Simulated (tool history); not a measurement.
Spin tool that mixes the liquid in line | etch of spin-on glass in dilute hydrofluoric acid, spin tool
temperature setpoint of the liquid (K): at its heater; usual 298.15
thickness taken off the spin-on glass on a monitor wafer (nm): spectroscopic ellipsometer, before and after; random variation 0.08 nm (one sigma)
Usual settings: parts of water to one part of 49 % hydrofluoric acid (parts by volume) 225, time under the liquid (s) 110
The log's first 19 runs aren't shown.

run	day	temperature setpoint of the liquid (K)	parts of water to one part of 49 % hydrofluoric acid (parts by volume)	time under the liquid (s)	read-back film thickness of the spin-on glass reference wafer, read on the same gauge (nm)	thickness taken off the spin-on glass on a monitor wafer (nm)
20	22.000	298.15	320	110	100.01	12.96
21	22.912	301.15	300	110	100.00	15.70
# day 23.196: hydrofluoric acid flow meter replaced
22	23.533	298.15	255	110	100.01	17.42
23	27.633	301.15	300	140	100.02	19.88
24	28.258	298.15	225	110	100.01	20.11
25	29.229	295.15	325	110	100.01	11.53
26	30.625	294.65	225	110	100.00	17.70
27	31.721	298.15	145	110	100.00	34.28
28	32.662	298.15	225	110	99.99	20.13
29	33.400	298.15	225	110	100.01	20.04
30	33.921	293.65	140	55	99.98	14.91
31	34.700	298.15	225	60	100.02	11.01
32	35.558	298.15	225	110	100.02	20.18
33	36.992	293.65	225	160	99.98	24.85

5 ways to go on from here, each from the tool as it stands after run 33. What would each give?
A	37.008	298.15	225	110	?	?
B	37.008	293.15	225	110	?	?
C	37.008	300.15	120	150	?	?
D	37.008	300.15	290	160	?	?
E	37.008	302.65	270	80	?	?

run	read-back film thickness of the spin-on glass reference wafer, read on the same gauge (nm)	thickness taken off the spin-on glass on a monitor wafer (nm)
A	100.02	20.08
B	100.02	16.65
C	100.02	62.34
D	100.02	22.73
E	100.02	13.57
Without the tool's hidden state the same runs would have given:
run	thickness taken off the spin-on glass on a monitor wafer (nm)
A	20.84
B	17.32
C	64.84
D	23.54
E	14.04
